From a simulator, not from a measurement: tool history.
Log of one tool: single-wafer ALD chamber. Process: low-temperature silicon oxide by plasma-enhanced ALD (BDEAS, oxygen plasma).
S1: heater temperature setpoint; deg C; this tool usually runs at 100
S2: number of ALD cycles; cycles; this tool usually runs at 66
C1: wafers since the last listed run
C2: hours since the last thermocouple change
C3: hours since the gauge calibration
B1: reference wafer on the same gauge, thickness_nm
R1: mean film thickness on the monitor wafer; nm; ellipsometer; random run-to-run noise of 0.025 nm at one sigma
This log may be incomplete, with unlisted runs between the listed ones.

Run 1, hour 0: usual settings; C1 0; C2 478.9; C3 829.2; B1 11.289. Result: R1 10.042 nm.
Run 2, hour 102.6: usual settings; C1 525; C2 581.5; C3 931.8; B1 11.297. Result: R1 10.019 nm.
Run 3, hour 176.2: usual settings; C1 376; C2 655.1; C3 1005.4; B1 11.295. Result: R1 10.049 nm.
Run 4, hour 283.8: usual settings; C1 550; C2 762.7; C3 1113; B1 11.31. Result: R1 9.989 nm.
Run 5, hour 347.5: usual settings; C1 326; C2 826.4; C3 1176.7; B1 11.306. Result: R1 10.006 nm.
At hour 390.1: thermocouple changed; heater temperature recalibrated.
Run 6, hour 450.4: usual settings but S2 74 cycles; C1 485; C2 60.3; C3 1279.6; B1 11.293. Result: R1 11.307 nm.
Run 7, hour 508.5: usual settings but S2 74 cycles; C1 297; C2 118.4; C3 1337.7; B1 11.306. Result: R1 11.286 nm.
Run 8, hour 581.7: usual settings but S2 74 cycles; C1 374; C2 191.6; C3 1410.9; B1 11.3. Result: R1 11.282 nm.
Run 9, hour 631.8: usual settings but S1 106 deg C; C1 256; C2 241.7; C3 1461; B1 11.294. Result: R1 9.976 nm.
At hour 699.9: gauge calibrated.
Run 10, hour 714.2: usual settings but S1 106 deg C; C1 421; C2 324.1; C3 14.3; B1 11.306. Result: R1 9.97 nm.
Run 11, hour 811.3: usual settings but S1 106 deg C; C1 497; C2 421.2; C3 111.4; B1 11.302. Result: R1 9.993 nm.
Run 12, hour 852.6: usual settings; C1 211; C2 462.5; C3 152.7; B1 11.3. Result: R1 10.02 nm.
Run 13, hour 1111.6: usual settings but S2 71 cycles; C1 1325; C2 721.5; C3 411.7; B1 11.295. Result: R1 10.757 nm.
Run 14, hour 1186.6: usual settings but S2 57 cycles; C1 383; C2 796.5; C3 486.7; B1 11.299. Result: R1 8.627 nm.
Run 15, hour 1263.4: usual settings; C1 393; C2 873.3; C3 563.5; B1 11.294. Result: R1 9.979 nm.
Run 16, hour 1346.3: usual settings but S1 91 deg C, S2 73 cycles; C1 424; C2 956.2; C3 646.4; B1 11.301. Result: R1 11.234 nm.
At hour 1378.6: thermocouple changed; heater temperature recalibrated.
Run 17, hour 1445.8: usual settings but S1 88 deg C, S2 74 cycles; C1 468; C2 67.2; C3 745.9; B1 11.293. Result: R1 11.705 nm.

For run 18, what comes out?
Run 18, hour 1482.7: usual settings but S2 60 cycles; C1 188; C2 104.1; C3 782.8; B1 ?. Result: R1 ?.

Run 18 came out at B1 11.303, R1 9.158 nm.
If the tool had no hidden condition, the same run with the same run-to-run variation would have returned R1 9.162 nm.

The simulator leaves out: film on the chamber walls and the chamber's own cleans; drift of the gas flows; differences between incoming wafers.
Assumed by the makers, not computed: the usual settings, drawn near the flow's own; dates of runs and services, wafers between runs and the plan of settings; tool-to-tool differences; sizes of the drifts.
